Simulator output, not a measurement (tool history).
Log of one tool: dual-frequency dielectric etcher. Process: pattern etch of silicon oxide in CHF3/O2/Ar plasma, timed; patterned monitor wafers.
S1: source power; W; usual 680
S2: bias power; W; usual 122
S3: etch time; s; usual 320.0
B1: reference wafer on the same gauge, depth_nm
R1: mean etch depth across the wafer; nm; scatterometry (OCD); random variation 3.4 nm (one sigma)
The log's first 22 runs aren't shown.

| run | hour | S1 | S2 | S3 | B1 | R1 |
|---|---|---|---|---|---|---|
| 23 | 1231.3 | 590 | 147 | 225.0 | 500.6 | 424.0 |
|  | 1250.2 | source power generator calibrated |
| 24 | 1296.2 | 550 | 97 | 356.0 | 503.2 | 574.3 |
| 25 | 1338.7 | 760 | 122 | 320.0 | 502.2 | 640.7 |
| 26 | 1383.4 | 680 | 99 | 320.0 | 502.9 | 582.0 |
| 27 | 1408.1 | 680 | 151 | 353.5 | 503.5 | 716.1 |
| 28 | 1478.8 | 680 | 122 | 320.0 | 505.8 | 615.6 |
| 29 | 1651.5 | 680 | 98 | 385.5 | 509.6 | 706.4 |
| 30 | 1675.6 | 680 | 122 | 320.0 | 508.2 | 621.5 |

3 ways to go on from here, each from the tool as it stands after run 30. What would each give?
| A | 1676.1 | 680 | 122 | 346.0 | ? | ? |
| B | 1676.1 | 810 | 122 | 263.0 | ? | ? |
| C | 1676.1 | 520 | 110 | 278.5 | ? | ? |

| run | B1 | R1 |
|---|---|---|
| A | 508.7 | 681.0 |
| B | 508.7 | 563.0 |
| C | 508.7 | 465.6 |
Without the tool's hidden state the same runs would have given:
| run | R1 |
|---|---|
| A | 654.9 |
| B | 541.4 |
| C | 447.8 |

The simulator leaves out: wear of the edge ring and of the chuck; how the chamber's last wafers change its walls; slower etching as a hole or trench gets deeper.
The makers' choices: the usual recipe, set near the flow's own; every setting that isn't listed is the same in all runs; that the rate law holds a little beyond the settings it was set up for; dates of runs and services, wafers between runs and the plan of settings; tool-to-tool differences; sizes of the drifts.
